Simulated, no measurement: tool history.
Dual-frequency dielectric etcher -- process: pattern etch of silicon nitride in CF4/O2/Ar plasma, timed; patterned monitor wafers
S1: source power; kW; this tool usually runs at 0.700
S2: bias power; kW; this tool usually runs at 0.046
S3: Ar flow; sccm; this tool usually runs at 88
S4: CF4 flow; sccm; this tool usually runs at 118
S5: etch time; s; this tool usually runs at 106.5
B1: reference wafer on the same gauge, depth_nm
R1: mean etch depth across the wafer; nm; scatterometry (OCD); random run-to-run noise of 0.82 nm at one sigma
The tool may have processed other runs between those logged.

run	hour	S1	S2	S3	S4	S5	B1	R1
1	0.0	0.700	0.046	88	118	106.5	345.2	312.8
# hour 9.2: source power generator calibrated
2	21.7	0.700	0.046	88	118	106.5	345.2	314.0
# hour 22.5: gauge calibrated
3	41.7	0.700	0.046	88	118	106.5	345.3	312.2
4	74.8	0.580	0.046	88	118	106.5	345.3	265.5
5	101.5	0.580	0.046	88	118	106.5	345.4	267.0
# hour 125.9: wet clean of the chamber
6	136.3	0.580	0.046	88	118	106.5	345.2	263.3
7	160.6	0.700	0.046	88	118	106.5	344.8	309.2
8	176.7	0.830	0.046	81	118	126.0	344.5	427.6
9	209.0	0.580	0.046	88	118	106.5	345.1	262.9
10	231.2	0.610	0.046	88	118	97.5	344.7	251.6
# hour 249.9: Ar flow controller replaced
11	265.4	0.700	0.038	88	118	106.5	344.4	278.3
# hour 328.7: bias power generator calibrated
12	331.4	0.810	0.046	108	146	80.5	344.9	271.8
13	349.1	0.870	0.056	74	118	116.5	345.0	461.7
14	377.0	0.700	0.053	88	93	90.5	345.2	271.1
15	390.4	0.540	0.046	103	91	106.5	344.9	233.3
# hour 399.3: CF4 flow controller replaced
16	419.3	0.620	0.046	103	109	132.0	345.2	337.2
17	442.4	0.530	0.041	88	134	106.5	345.0	233.7
18	455.2	0.700	0.035	88	130	106.5	345.0	271.8
19	485.9	0.700	0.046	88	118	136.5	344.8	399.2
20	519.4	0.700	0.046	88	118	106.5	345.1	312.7
21	552.1	0.780	0.046	70	118	117.5	345.2	386.6
22	577.2	0.700	0.046	88	118	106.5	344.7	312.2

Some steps in R1 between neighbouring runs. How much of each would the tool show without its hidden state too (settings, what came in, random variation), and how much is left for the hidden state, with any gauge scatter that isn't in both results?
The hidden state here: etch rate over this chamber's usual, %; source power that arrives over what is set, %; bias power that arrives over what is set, %; Ar flow that arrives over what is set, %; CF4 flow that arrives over what is set, %; gauge reads high (%).
Run 5 -> 6: wet clean of the chamber. R1 -3.7 nm: hidden state -3.9, all else +0.2.
Run 12 -> 13: S1 0.810 -> 0.870, S2 0.046 -> 0.056, S3 108 -> 74, S4 146 -> 118, S5 80.5 -> 116.5. R1 +189.9 nm: hidden state +1.5, all else +188.4.
Run 13 -> 14: S1 0.870 -> 0.700, S2 0.056 -> 0.053, S3 74 -> 88, S4 118 -> 93, S5 116.5 -> 90.5. R1 -190.6 nm: hidden state -1.2, all else -189.4.
Run 18 -> 19: S2 0.035 -> 0.046, S4 130 -> 118, S5 106.5 -> 136.5. R1 +127.4 nm: hidden state +1.6, all else +125.8.
